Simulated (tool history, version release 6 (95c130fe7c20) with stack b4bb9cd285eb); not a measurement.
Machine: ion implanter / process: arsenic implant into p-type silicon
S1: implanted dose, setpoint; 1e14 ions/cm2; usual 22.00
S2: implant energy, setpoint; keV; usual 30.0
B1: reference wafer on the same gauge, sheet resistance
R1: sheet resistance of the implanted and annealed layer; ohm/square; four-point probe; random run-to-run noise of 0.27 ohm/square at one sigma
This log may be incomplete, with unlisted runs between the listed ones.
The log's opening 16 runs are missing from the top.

Run 17, hour 406.3: usual settings; B1 83.46. Result: R1 81.35 ohm/square.
Run 18, hour 439.3: usual settings; B1 83.44. Result: R1 81.48 ohm/square.
Run 19, hour 463.8: usual settings but S1 18.88 1e14 ions/cm2, S2 24.0 keV; B1 83.41. Result: R1 91.60 ohm/square.
Run 20, hour 480.5: usual settings but S1 27.58 1e14 ions/cm2, S2 25.0 keV; B1 83.48. Result: R1 84.71 ohm/square.
Run 21, hour 501.3: usual settings; B1 83.44. Result: R1 81.66 ohm/square.
Run 22, hour 516.2: usual settings; B1 83.37. Result: R1 81.78 ohm/square.
Run 23, hour 529.9: usual settings but S2 33.5 keV; B1 83.43. Result: R1 78.32 ohm/square.
Run 24, hour 562.0: usual settings; B1 83.37. Result: R1 81.40 ohm/square.
Run 25, hour 582.5: usual settings but S1 27.60 1e14 ions/cm2, S2 20.5 keV; B1 83.40. Result: R1 90.87 ohm/square.
Run 26, hour 617.4: usual settings but S1 27.58 1e14 ions/cm2, S2 25.0 keV; B1 83.44. Result: R1 84.26 ohm/square.
Run 27, hour 640.4: usual settings but S1 15.44 1e14 ions/cm2; B1 83.33. Result: R1 90.07 ohm/square.
At hour 649.3: Faraday cup replaced and dose calibrated.
Run 28, hour 653.2: usual settings but S1 19.64 1e14 ions/cm2, S2 21.5 keV; B1 83.45. Result: R1 94.83 ohm/square.
Run 29, hour 686.0: usual settings but S1 17.98 1e14 ions/cm2, S2 34.5 keV; B1 83.39. Result: R1 82.06 ohm/square.
Run 30, hour 702.6: usual settings but S2 39.0 keV; B1 83.39. Result: R1 73.37 ohm/square.
At hour 743.6: gauge calibrated.
Run 31, hour 750.0: usual settings but S1 19.68 1e14 ions/cm2, S2 20.0 keV; B1 83.41. Result: R1 96.87 ohm/square.
Run 32, hour 771.9: usual settings but S1 16.80 1e14 ions/cm2, S2 22.0 keV; B1 83.43. Result: R1 97.62 ohm/square.
At hour 797.1: extraction supply calibrated.
Run 33, hour 804.0: usual settings but S1 28.10 1e14 ions/cm2, S2 40.0 keV; B1 83.43. Result: R1 68.20 ohm/square.
Run 34, hour 839.3: usual settings but S1 23.91 1e14 ions/cm2; B1 83.41. Result: R1 79.83 ohm/square.
Run 35, hour 872.3: usual settings but S1 24.64 1e14 ions/cm2, S2 37.5 keV; B1 83.38. Result: R1 72.88 ohm/square.
Run 36, hour 887.3: usual settings but S1 23.65 1e14 ions/cm2, S2 20.5 keV; B1 83.48. Result: R1 92.23 ohm/square.
Run 37, hour 909.5: usual settings but S1 25.02 1e14 ions/cm2, S2 36.5 keV; B1 83.34. Result: R1 72.67 ohm/square.
Run 38, hour 984.8: usual settings but S1 16.10 1e14 ions/cm2, S2 35.5 keV; B1 83.43. Result: R1 84.44 ohm/square.
Run 39, hour 1016.8: usual settings; B1 83.38. Result: R1 81.70 ohm/square.

Branching from run 39: 3 alternative next runs. What would each branch give?
Run A, hour 1017.2: usual settings but S2 22.0 keV; B1 ?. Result: R1 ?.
Run B, hour 1017.2: usual settings but S1 25.97 1e14 ions/cm2, S2 40.5 keV; B1 ?. Result: R1 ?.
Run C, hour 1017.2: usual settings but S2 20.5 keV; B1 ?. Result: R1 ?.

run     B1     R1
  A  83.45  91.44
  B  83.45  69.08
  C  83.45  93.65
The same runs, with their run-to-run variation unchanged, on a tool lacking any hidden condition would have given:
run     R1
  A  91.44
  B  69.08
  C  93.65
